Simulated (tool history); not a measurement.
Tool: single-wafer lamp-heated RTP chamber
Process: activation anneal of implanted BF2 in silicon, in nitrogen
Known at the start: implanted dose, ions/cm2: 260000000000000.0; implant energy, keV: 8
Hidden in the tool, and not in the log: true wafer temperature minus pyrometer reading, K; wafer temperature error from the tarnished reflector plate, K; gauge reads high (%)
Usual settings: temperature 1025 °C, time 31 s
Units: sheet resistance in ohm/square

run	hour	temperature	time	wafers since the last listed run	wafers since the last pyrometer calibration	wafers since the reflector plate was cleaned	hours since the gauge calibration	read-back reference wafer on the same gauge, sheet resistance	sheet resistance
1	0.0	1008	21	0	666	776	186.0	519.14	470.76
2	14.2	1025	31	253	919	1029	200.2	518.77	444.82
3	42.1	1025	31	498	1418	1528	228.1	519.40	443.24
4	60.0	1025	31	319	1738	1848	246.0	519.11	442.34
# hour 63.5: gauge calibrated
5	80.5	1025	31	366	2104	2214	17.0	519.36	441.82
6	104.0	1025	31	420	2524	2634	40.5	518.82	440.12
7	121.6	1025	31	314	2839	2949	58.1	518.53	440.06
8	143.7	1005	22	395	3234	3344	80.2	519.23	462.54
9	164.1	1005	22	364	3599	3709	100.6	518.85	461.58
10	194.6	1005	22	545	4144	4254	131.1	519.46	460.84
11	209.3	1042	42	262	4407	4517	145.8	518.83	423.70
12	245.1	1008	37	639	5047	5157	181.6	518.54	444.92
13	275.1	1005	14	536	5583	5693	211.6	519.33	470.23
# hour 289.2: pyrometer window cleaned and pyrometer calibrated
14	293.2	1005	22	180	71	5873	229.7	518.81	468.09
# hour 302.7: gauge calibrated
# hour 333.1: reflector plate cleaned
15	333.6	1048	31	579	650	8	30.9	519.19	433.01
16	349.9	1005	22	291	942	299	47.2	519.05	469.40
17	372.3	1051	22	400	1342	700	69.6	519.40	439.28
18	393.8	1013	47	384	1726	1084	91.1	519.26	440.95
19	427.1	1010	18	595	2322	1679	124.4	519.17	467.45
20	443.8	1047	38	298	2620	1978	141.1	519.15	425.43

Measured less the same run without the tool's hidden state. The same run-to-run variation is in both; the gauge's scatter may not be:
run	sheet resistance
1	-5.97
2	-4.42
3	-5.68
4	-6.33
5	-6.99
6	-7.63
7	-8.08
8	-14.98
9	-15.75
10	-16.87
11	-8.65
12	-15.68
13	-20.81
14	-10.15
15	-3.02
16	-8.14
17	-4.25
18	-7.82
19	-11.71
20	-6.27
